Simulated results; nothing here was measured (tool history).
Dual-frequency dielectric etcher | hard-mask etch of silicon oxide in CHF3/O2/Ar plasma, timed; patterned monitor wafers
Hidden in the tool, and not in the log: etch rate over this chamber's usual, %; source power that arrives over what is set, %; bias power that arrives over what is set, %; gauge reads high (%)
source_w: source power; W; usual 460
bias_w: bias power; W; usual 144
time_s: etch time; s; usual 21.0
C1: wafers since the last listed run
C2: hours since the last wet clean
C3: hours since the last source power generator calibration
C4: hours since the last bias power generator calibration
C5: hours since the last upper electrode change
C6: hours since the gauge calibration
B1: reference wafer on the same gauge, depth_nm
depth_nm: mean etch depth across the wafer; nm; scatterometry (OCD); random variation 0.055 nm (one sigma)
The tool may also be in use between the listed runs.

{"run": 1, "hour": 0.0, "source_w": 460, "bias_w": 162, "time_s": 21.0, "C1": 0, "C2": 405.9, "C3": 2630.7, "C4": 3156.1, "C5": 3415.2, "C6": 139.7, "B1": 37.51, "depth_nm": 36.88}
{"hour": 8.3, "done": "gauge calibrated"}
{"run": 2, "hour": 12.6, "source_w": 510, "bias_w": 144, "time_s": 21.0, "C1": 159, "C2": 418.5, "C3": 2643.3, "C4": 3168.7, "C5": 3427.8, "C6": 4.3, "B1": 37.51, "depth_nm": 36.8}
{"run": 3, "hour": 23.3, "source_w": 510, "bias_w": 144, "time_s": 21.0, "C1": 135, "C2": 429.2, "C3": 2654.0, "C4": 3179.4, "C5": 3438.5, "C6": 15.0, "B1": 37.49, "depth_nm": 36.74}
{"run": 4, "hour": 39.1, "source_w": 460, "bias_w": 144, "time_s": 21.0, "C1": 199, "C2": 445.0, "C3": 2669.8, "C4": 3195.2, "C5": 3454.3, "C6": 30.8, "B1": 37.5, "depth_nm": 35.56}
{"run": 5, "hour": 54.5, "source_w": 460, "bias_w": 144, "time_s": 21.0, "C1": 194, "C2": 460.4, "C3": 2685.2, "C4": 3210.6, "C5": 3469.7, "C6": 46.2, "B1": 37.49, "depth_nm": 35.51}
{"run": 6, "hour": 67.0, "source_w": 460, "bias_w": 144, "time_s": 21.0, "C1": 158, "C2": 472.9, "C3": 2697.7, "C4": 3223.1, "C5": 3482.2, "C6": 58.7, "B1": 37.51, "depth_nm": 35.44}
{"run": 7, "hour": 80.5, "source_w": 460, "bias_w": 144, "time_s": 21.0, "C1": 170, "C2": 486.4, "C3": 2711.2, "C4": 3236.6, "C5": 3495.7, "C6": 72.2, "B1": 37.5, "depth_nm": 35.44}
{"hour": 86.4, "done": "source power generator calibrated"}
{"hour": 104.8, "done": "wet clean of the chamber"}
{"run": 8, "hour": 105.3, "source_w": 460, "bias_w": 144, "time_s": 21.0, "C1": 30, "C2": 0.5, "C3": 18.9, "C4": 3261.4, "C5": 3520.5, "C6": 97.0, "B1": 37.5, "depth_nm": 36.56}
{"run": 9, "hour": 105.6, "source_w": 460, "bias_w": 144, "time_s": 21.0, "C1": 3, "C2": 0.8, "C3": 19.2, "C4": 3261.7, "C5": 3520.8, "C6": 97.3, "B1": 37.49, "depth_nm": 36.63}
{"run": 10, "hour": 107.8, "source_w": 460, "bias_w": 160, "time_s": 21.0, "C1": 27, "C2": 3.0, "C3": 21.4, "C4": 3263.9, "C5": 3523.0, "C6": 99.5, "B1": 37.5, "depth_nm": 37.84}
{"hour": 117.9, "done": "bias power generator calibrated"}
{"hour": 146.6, "done": "upper electrode replaced"}
{"run": 11, "hour": 147.1, "source_w": 460, "bias_w": 144, "time_s": 21.0, "C1": 142, "C2": 42.3, "C3": 60.7, "C4": 29.2, "C5": 0.5, "C6": 138.8, "B1": 37.51, "depth_nm": 36.56}
{"run": 12, "hour": 147.4, "source_w": 460, "bias_w": 125, "time_s": 19.5, "C1": 3, "C2": 42.6, "C3": 61.0, "C4": 29.5, "C5": 0.8, "C6": 139.1, "B1": 37.51, "depth_nm": 32.57}
{"hour": 159.0, "done": "gauge calibrated"}
{"run": 13, "hour": 187.4, "source_w": 400, "bias_w": 144, "time_s": 18.0, "C1": 506, "C2": 82.6, "C3": 101.0, "C4": 69.5, "C5": 40.8, "C6": 28.4, "B1": 37.48, "depth_nm": 29.91}
{"run": 14, "hour": 194.8, "source_w": 420, "bias_w": 144, "time_s": 15.0, "C1": 93, "C2": 90.0, "C3": 108.4, "C4": 76.9, "C5": 48.2, "C6": 35.8, "B1": 37.51, "depth_nm": 25.29}
{"run": 15, "hour": 207.6, "source_w": 350, "bias_w": 168, "time_s": 17.5, "C1": 161, "C2": 102.8, "C3": 121.2, "C4": 89.7, "C5": 61.0, "C6": 48.6, "B1": 37.49, "depth_nm": 29.34}
{"run": 16, "hour": 218.4, "source_w": 520, "bias_w": 144, "time_s": 21.0, "C1": 136, "C2": 113.6, "C3": 132.0, "C4": 100.5, "C5": 71.8, "C6": 59.4, "B1": 37.5, "depth_nm": 37.76}

5 ways to go on from here, each from the tool as it stands after run 16. What would each give?
{"run": "A", "hour": 218.8, "source_w": 460, "bias_w": 126, "time_s": 21.0, "C1": 5, "C2": 114.0, "C3": 132.4, "C4": 100.9, "C5": 72.2, "C6": 59.8, "B1": "?", "depth_nm": "?"}
{"run": "B", "hour": 218.8, "source_w": 520, "bias_w": 133, "time_s": 24.5, "C1": 5, "C2": 114.0, "C3": 132.4, "C4": 100.9, "C5": 72.2, "C6": 59.8, "B1": "?", "depth_nm": "?"}
{"run": "C", "hour": 218.8, "source_w": 560, "bias_w": 144, "time_s": 21.0, "C1": 5, "C2": 114.0, "C3": 132.4, "C4": 100.9, "C5": 72.2, "C6": 59.8, "B1": "?", "depth_nm": "?"}
{"run": "D", "hour": 218.8, "source_w": 530, "bias_w": 144, "time_s": 21.0, "C1": 5, "C2": 114.0, "C3": 132.4, "C4": 100.9, "C5": 72.2, "C6": 59.8, "B1": "?", "depth_nm": "?"}
{"run": "E", "hour": 218.8, "source_w": 430, "bias_w": 169, "time_s": 25.0, "C1": 5, "C2": 114.0, "C3": 132.4, "C4": 100.9, "C5": 72.2, "C6": 59.8, "B1": "?", "depth_nm": "?"}

run=A B1=37.50 depth_nm=35.06
run=B B1=37.50 depth_nm=43.17
run=C B1=37.50 depth_nm=38.77
run=D B1=37.50 depth_nm=38.09
run=E B1=37.50 depth_nm=44.62
Without the tool's hidden state the same runs would have given:
run=A depth_nm=35.36
run=B depth_nm=43.53
run=C depth_nm=39.10
run=D depth_nm=38.41
run=E depth_nm=44.99

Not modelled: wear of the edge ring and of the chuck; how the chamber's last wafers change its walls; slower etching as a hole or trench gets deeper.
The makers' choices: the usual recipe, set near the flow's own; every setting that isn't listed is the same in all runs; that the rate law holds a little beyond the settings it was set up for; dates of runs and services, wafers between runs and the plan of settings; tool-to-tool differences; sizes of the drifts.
